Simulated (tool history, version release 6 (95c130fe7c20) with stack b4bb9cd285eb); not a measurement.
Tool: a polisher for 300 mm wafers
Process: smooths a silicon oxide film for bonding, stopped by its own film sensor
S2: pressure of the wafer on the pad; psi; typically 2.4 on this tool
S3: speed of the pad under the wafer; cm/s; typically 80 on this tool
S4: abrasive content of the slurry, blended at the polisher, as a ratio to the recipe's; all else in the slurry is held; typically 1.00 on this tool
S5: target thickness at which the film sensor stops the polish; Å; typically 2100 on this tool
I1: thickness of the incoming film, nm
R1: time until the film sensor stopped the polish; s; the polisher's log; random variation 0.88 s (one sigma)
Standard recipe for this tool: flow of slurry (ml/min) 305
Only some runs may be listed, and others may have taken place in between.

run 1 day=0.000 | flow_of_slurry_(ml/min)=305 S2=2.4 S3=80 S4=1.00 S5=2100 | I1=246.1 | R1=66.3
-- day=1.683 worn pad replaced by a new one
run 2 day=2.829 | flow_of_slurry_(ml/min)=305 S2=2.4 S3=80 S4=1.00 S5=2100 | I1=246.6 | R1=68.5
-- day=3.012 slurry blender recalibrated
run 3 day=6.879 | flow_of_slurry_(ml/min)=305 S2=2.4 S3=80 S4=1.00 S5=2100 | I1=251.4 | R1=78.1
run 4 day=9.054 | flow_of_slurry_(ml/min)=305 S2=2.4 S3=80 S4=1.00 S5=2100 | I1=248.0 | R1=72.3
-- day=9.308 slurry nozzle cleaned
-- day=9.479 worn pad replaced by a new one
run 5 day=10.658 | flow_of_slurry_(ml/min)=305 S2=2.4 S3=80 S4=1.00 S5=2100 | I1=249.1 | R1=71.4
-- day=13.600 head pressure recalibrated
run 6 day=14.750 | flow_of_slurry_(ml/min)=270 S2=2.4 S3=80 S4=1.00 S5=2200 | I1=245.4 | R1=48.5
run 7 day=18.283 | flow_of_slurry_(ml/min)=270 S2=2.4 S3=80 S4=1.00 S5=2200 | I1=253.5 | R1=64.8
-- day=19.779 worn pad replaced by a new one
-- day=20.696 slurry blender recalibrated
-- day=20.804 slurry nozzle cleaned
run 8 day=22.083 | flow_of_slurry_(ml/min)=270 S2=2.4 S3=80 S4=1.00 S5=2200 | I1=249.9 | R1=55.7
run 9 day=25.192 | flow_of_slurry_(ml/min)=215 S2=1.8 S3=80 S4=1.00 S5=2100 | I1=252.5 | R1=105.9
run 10 day=27.833 | flow_of_slurry_(ml/min)=305 S2=2.8 S3=66 S4=1.15 S5=2200 | I1=252.0 | R1=59.1
-- day=28.579 worn pad replaced by a new one
-- day=30.400 head pressure recalibrated
run 11 day=31.704 | flow_of_slurry_(ml/min)=305 S2=2.4 S3=80 S4=1.00 S5=2100 | I1=245.7 | R1=68.5
run 12 day=33.312 | flow_of_slurry_(ml/min)=305 S2=2.4 S3=80 S4=1.00 S5=2100 | I1=249.2 | R1=78.0
-- day=33.567 slurry nozzle cleaned
run 13 day=36.546 | flow_of_slurry_(ml/min)=305 S2=2.6 S3=64 S4=1.00 S5=2100 | I1=251.2 | R1=85.9
-- day=37.229 worn pad replaced by a new one
run 14 day=39.038 | flow_of_slurry_(ml/min)=305 S2=2.4 S3=90 S4=1.00 S5=2240 | I1=248.5 | R1=41.3
-- day=39.317 slurry blender recalibrated
run 15 day=43.042 | flow_of_slurry_(ml/min)=305 S2=1.8 S3=80 S4=0.70 S5=2100 | I1=249.1 | R1=107.9

Branching from run 15: 5 alternative next runs. What would each branch give?
run A day=43.058 | flow_of_slurry_(ml/min)=305 S2=2.4 S3=80 S4=0.85 S5=2100 | I1=253.1 | R1=?
run B day=43.058 | flow_of_slurry_(ml/min)=255 S2=2.4 S3=80 S4=1.00 S5=2030 | I1=253.1 | R1=?
run C day=43.058 | flow_of_slurry_(ml/min)=400 S2=2.4 S3=62 S4=0.80 S5=2100 | I1=253.1 | R1=?
run D day=43.058 | flow_of_slurry_(ml/min)=335 S2=3.0 S3=102 S4=0.70 S5=2100 | I1=253.1 | R1=?
run E day=43.058 | flow_of_slurry_(ml/min)=305 S2=2.8 S3=104 S4=1.00 S5=2100 | I1=253.1 | R1=?

run=A R1=87.7
run=B R1=98.9
run=C R1=106.5
run=D R1=62.9
run=E R1=58.7
With no hidden state in the tool, these same runs would have given:
run=A R1=83.9
run=B R1=93.7
run=C R1=102.9
run=D R1=60.4
run=E R1=56.1

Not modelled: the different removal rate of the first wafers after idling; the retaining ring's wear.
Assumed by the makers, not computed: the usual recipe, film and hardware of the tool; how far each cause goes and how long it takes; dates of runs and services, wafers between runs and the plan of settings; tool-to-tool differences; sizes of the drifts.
